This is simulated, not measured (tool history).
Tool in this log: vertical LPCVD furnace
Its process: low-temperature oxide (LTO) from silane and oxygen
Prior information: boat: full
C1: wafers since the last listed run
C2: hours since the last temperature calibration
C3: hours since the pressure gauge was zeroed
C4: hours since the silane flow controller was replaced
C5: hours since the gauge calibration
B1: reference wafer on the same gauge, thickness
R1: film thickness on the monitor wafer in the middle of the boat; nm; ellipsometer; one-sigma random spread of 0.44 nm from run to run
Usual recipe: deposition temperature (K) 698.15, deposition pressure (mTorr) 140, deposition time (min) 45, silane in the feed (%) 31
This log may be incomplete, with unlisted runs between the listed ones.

{"run": 1, "hour": 0.0, "deposition temperature (K)": 695.15, "deposition pressure (mTorr)": 140, "deposition time (min)": 37, "silane in the feed (%)": 31, "C1": 0, "C2": 5123.7, "C3": 2378.8, "C4": 5730.4, "C5": 180.6, "B1": 271.12, "R1": 234.49}
{"run": 2, "hour": 66.1, "deposition temperature (K)": 698.15, "deposition pressure (mTorr)": 140, "deposition time (min)": 45, "silane in the feed (%)": 31, "C1": 805, "C2": 5189.8, "C3": 2444.9, "C4": 5796.5, "C5": 246.7, "B1": 270.86, "R1": 294.58}
{"run": 3, "hour": 80.7, "deposition temperature (K)": 698.15, "deposition pressure (mTorr)": 140, "deposition time (min)": 45, "silane in the feed (%)": 31, "C1": 178, "C2": 5204.4, "C3": 2459.5, "C4": 5811.1, "C5": 261.3, "B1": 270.92, "R1": 294.02}
{"hour": 112.7, "done": "thermocouples replaced and temperature profile calibrated"}
{"run": 4, "hour": 113.8, "deposition temperature (K)": 705.15, "deposition pressure (mTorr)": 140, "deposition time (min)": 45, "silane in the feed (%)": 31, "C1": 110, "C2": 1.1, "C3": 2492.6, "C4": 5844.2, "C5": 294.4, "B1": 271.06, "R1": 316.79}
{"run": 5, "hour": 126.0, "deposition temperature (K)": 693.15, "deposition pressure (mTorr)": 140, "deposition time (min)": 45, "silane in the feed (%)": 31, "C1": 148, "C2": 13.3, "C3": 2504.8, "C4": 5856.4, "C5": 306.6, "B1": 271.08, "R1": 279.37}
{"run": 6, "hour": 153.3, "deposition temperature (K)": 698.15, "deposition pressure (mTorr)": 140, "deposition time (min)": 45, "silane in the feed (%)": 33, "C1": 332, "C2": 40.6, "C3": 2532.1, "C4": 5883.7, "C5": 333.9, "B1": 270.95, "R1": 321.62}
{"run": 7, "hour": 178.7, "deposition temperature (K)": 698.15, "deposition pressure (mTorr)": 140, "deposition time (min)": 45, "silane in the feed (%)": 33, "C1": 309, "C2": 66, "C3": 2557.5, "C4": 5909.1, "C5": 359.3, "B1": 271.04, "R1": 320.62}
{"hour": 207.8, "done": "silane flow controller replaced"}
{"run": 8, "hour": 208.3, "deposition temperature (K)": 698.15, "deposition pressure (mTorr)": 140, "deposition time (min)": 45, "silane in the feed (%)": 33, "C1": 68, "C2": 95.6, "C3": 2587.1, "C4": 0.5, "C5": 388.9, "B1": 271.08, "R1": 321.65}
{"hour": 228.0, "done": "gauge calibrated"}
{"hour": 244.0, "done": "pressure gauge zeroed"}
{"run": 9, "hour": 244.5, "deposition temperature (K)": 689.15, "deposition pressure (mTorr)": 125, "deposition time (min)": 39, "silane in the feed (%)": 31, "C1": 148, "C2": 131.8, "C3": 0.5, "C4": 36.7, "C5": 16.5, "B1": 270.92, "R1": 213.73}
{"run": 10, "hour": 249.8, "deposition temperature (K)": 692.15, "deposition pressure (mTorr)": 175, "deposition time (min)": 45, "silane in the feed (%)": 31, "C1": 64, "C2": 137.1, "C3": 5.8, "C4": 42, "C5": 21.8, "B1": 271, "R1": 350.78}
{"run": 11, "hour": 276.9, "deposition temperature (K)": 698.15, "deposition pressure (mTorr)": 165, "deposition time (min)": 45, "silane in the feed (%)": 31, "C1": 330, "C2": 164.2, "C3": 32.9, "C4": 69.1, "C5": 48.9, "B1": 271.04, "R1": 353.86}
{"hour": 313.5, "done": "pressure gauge zeroed, repeated, since the last time left the tool worse"}
{"run": 12, "hour": 314.0, "deposition temperature (K)": 698.15, "deposition pressure (mTorr)": 140, "deposition time (min)": 45, "silane in the feed (%)": 33, "C1": 159, "C2": 201.3, "C3": 0.5, "C4": 106.2, "C5": 86, "B1": 270.97, "R1": 308.95}
{"run": 13, "hour": 317.7, "deposition temperature (K)": 689.15, "deposition pressure (mTorr)": 140, "deposition time (min)": 35, "silane in the feed (%)": 31, "C1": 45, "C2": 205, "C3": 4.2, "C4": 109.9, "C5": 89.7, "B1": 271.03, "R1": 199.8}
{"run": 14, "hour": 333.2, "deposition temperature (K)": 698.15, "deposition pressure (mTorr)": 140, "deposition time (min)": 45, "silane in the feed (%)": 33, "C1": 188, "C2": 220.5, "C3": 19.7, "C4": 125.4, "C5": 105.2, "B1": 271.01, "R1": 308.57}
{"run": 15, "hour": 355.6, "deposition temperature (K)": 698.15, "deposition pressure (mTorr)": 160, "deposition time (min)": 54, "silane in the feed (%)": 31, "C1": 273, "C2": 242.9, "C3": 42.1, "C4": 147.8, "C5": 127.6, "B1": 271.01, "R1": 390.45}
{"run": 16, "hour": 369.4, "deposition temperature (K)": 698.15, "deposition pressure (mTorr)": 140, "deposition time (min)": 45, "silane in the feed (%)": 31, "C1": 168, "C2": 256.7, "C3": 55.9, "C4": 161.6, "C5": 141.4, "B1": 270.85, "R1": 284.1}

Predict each of these 5 candidate next runs independently; none follows another, all start after run 16:
{"run": "A", "hour": 373.2, "deposition temperature (K)": 698.15, "deposition pressure (mTorr)": 140, "deposition time (min)": 45, "silane in the feed (%)": 26, "C1": 46, "C2": 260.5, "C3": 59.7, "C4": 165.4, "C5": 145.2, "B1": "?", "R1": "?"}
{"run": "B", "hour": 373.2, "deposition temperature (K)": 692.15, "deposition pressure (mTorr)": 105, "deposition time (min)": 59, "silane in the feed (%)": 35, "C1": 46, "C2": 260.5, "C3": 59.7, "C4": 165.4, "C5": 145.2, "B1": "?", "R1": "?"}
{"run": "C", "hour": 373.2, "deposition temperature (K)": 698.15, "deposition pressure (mTorr)": 160, "deposition time (min)": 34.5, "silane in the feed (%)": 35, "C1": 46, "C2": 260.5, "C3": 59.7, "C4": 165.4, "C5": 145.2, "B1": "?", "R1": "?"}
{"run": "D", "hour": 373.2, "deposition temperature (K)": 698.15, "deposition pressure (mTorr)": 140, "deposition time (min)": 53.5, "silane in the feed (%)": 31, "C1": 46, "C2": 260.5, "C3": 59.7, "C4": 165.4, "C5": 145.2, "B1": "?", "R1": "?"}
{"run": "E", "hour": 373.2, "deposition temperature (K)": 698.15, "deposition pressure (mTorr)": 115, "deposition time (min)": 45, "silane in the feed (%)": 31, "C1": 46, "C2": 260.5, "C3": 59.7, "C4": 165.4, "C5": 145.2, "B1": "?", "R1": "?"}

run=A B1=270.93 R1=221.12
run=B B1=270.93 R1=308.12
run=C B1=270.93 R1=292.78
run=D B1=270.93 R1=338.45
run=E B1=270.93 R1=233.72
The same runs, with their run-to-run variation unchanged, on a tool lacking any hidden condition would have given:
run=A R1=221.66
run=B R1=309.11
run=C R1=293.4
run=D R1=339.27
run=E R1=234.41
